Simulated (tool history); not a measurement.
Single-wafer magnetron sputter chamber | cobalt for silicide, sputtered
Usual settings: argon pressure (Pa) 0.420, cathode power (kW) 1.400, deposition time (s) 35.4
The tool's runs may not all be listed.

run	day	argon pressure (Pa)	cathode power (kW)	deposition time (s)	wafers since the last listed run	wafers on the sputter target	hours since the last manometer calibration	hours since the magnet pack was replaced	hours since the gauge calibration	read-back reference wafer on the same gauge, thickness_nm	mean film thickness on the monitor wafer (angstrom)
1	0.000	0.493	1.400	35.4	0	16429	1624.4	6821.8	3234.3	26.500	239.55
2	2.008	0.493	1.400	35.4	1516	17946	1672.6	6870.0	3282.5	26.482	239.13
3	4.654	0.493	1.400	35.4	1997	19944	1736.1	6933.5	3346.0	26.510	237.48
4	8.308	0.420	1.400	31.2	2759	22703	1823.8	7021.2	3433.7	26.504	212.60
# day 10.388: sputter target and shields replaced
5	11.438	0.420	1.400	31.2	2111	791	1898.9	7096.3	3508.8	26.503	218.69
6	13.338	0.420	1.400	31.2	1434	2226	1944.5	7141.9	3554.4	26.496	220.26
7	17.312	0.420	1.200	35.4	3001	5227	2039.9	7237.3	3649.8	26.499	219.77
8	20.354	0.420	1.200	35.4	2296	7524	2112.9	7310.3	3722.8	26.494	218.52
9	23.221	0.420	1.150	35.4	2164	9688	2181.7	7379.1	3791.6	26.496	210.79
# day 24.012: gauge calibrated
10	27.675	0.420	1.400	35.4	3363	13052	2288.6	7486.0	87.9	26.511	246.17
11	31.525	0.420	1.400	35.4	2907	15959	2381.0	7578.4	180.3	26.531	243.99
# day 31.883: capacitance manometer re-zeroed and calibrated
12	35.871	0.420	1.400	35.4	3029	18989	95.7	7682.7	284.6	26.523	248.07
# day 38.412: sputter target and shields replaced
13	38.917	0.482	1.400	40.6	2048	379	168.8	7755.8	357.7	26.488	286.74
14	47.312	0.482	1.400	40.6	6339	6719	370.3	7957.3	559.2	26.510	286.83
15	49.488	0.296	1.200	35.4	1642	8361	422.5	8009.5	611.4	26.509	229.73
16	52.825	0.420	1.150	39.9	2520	10881	502.6	8089.6	691.5	26.486	241.70
17	54.908	0.420	1.400	31.2	1573	12455	552.6	8139.6	741.5	26.507	220.00
18	56.912	0.534	1.400	35.4	1513	13968	600.7	8187.7	789.6	26.498	241.77
# day 61.658: magnet pack replaced
19	69.238	0.420	1.400	35.4	9054	23023	896.5	181.9	1085.4	26.525	243.82
# day 70.292: sputter target and shields replaced
20	72.771	0.420	1.400	35.4	2416	1871	981.3	266.7	1170.2	26.485	254.38
21	74.654	0.328	1.700	30.6	1422	3293	1026.5	311.9	1215.4	26.485	263.90
22	83.388	0.420	1.400	35.4	6594	9888	1236.1	521.5	1425.0	26.489	250.68
23	87.179	0.420	1.400	35.4	2863	12751	1327.1	612.5	1516.0	26.527	247.64

The next listed run, before its measurement:
24	89.912	0.535	1.700	40.2	2063	14814	1392.7	678.1	1581.6	?	?

read-back reference wafer on the same gauge, thickness_nm: 26.511
mean film thickness on the monitor wafer (angstrom): 323.26
Without the tool's hidden state the same run would have given mean film thickness on the monitor wafer (angstrom) 334.99.

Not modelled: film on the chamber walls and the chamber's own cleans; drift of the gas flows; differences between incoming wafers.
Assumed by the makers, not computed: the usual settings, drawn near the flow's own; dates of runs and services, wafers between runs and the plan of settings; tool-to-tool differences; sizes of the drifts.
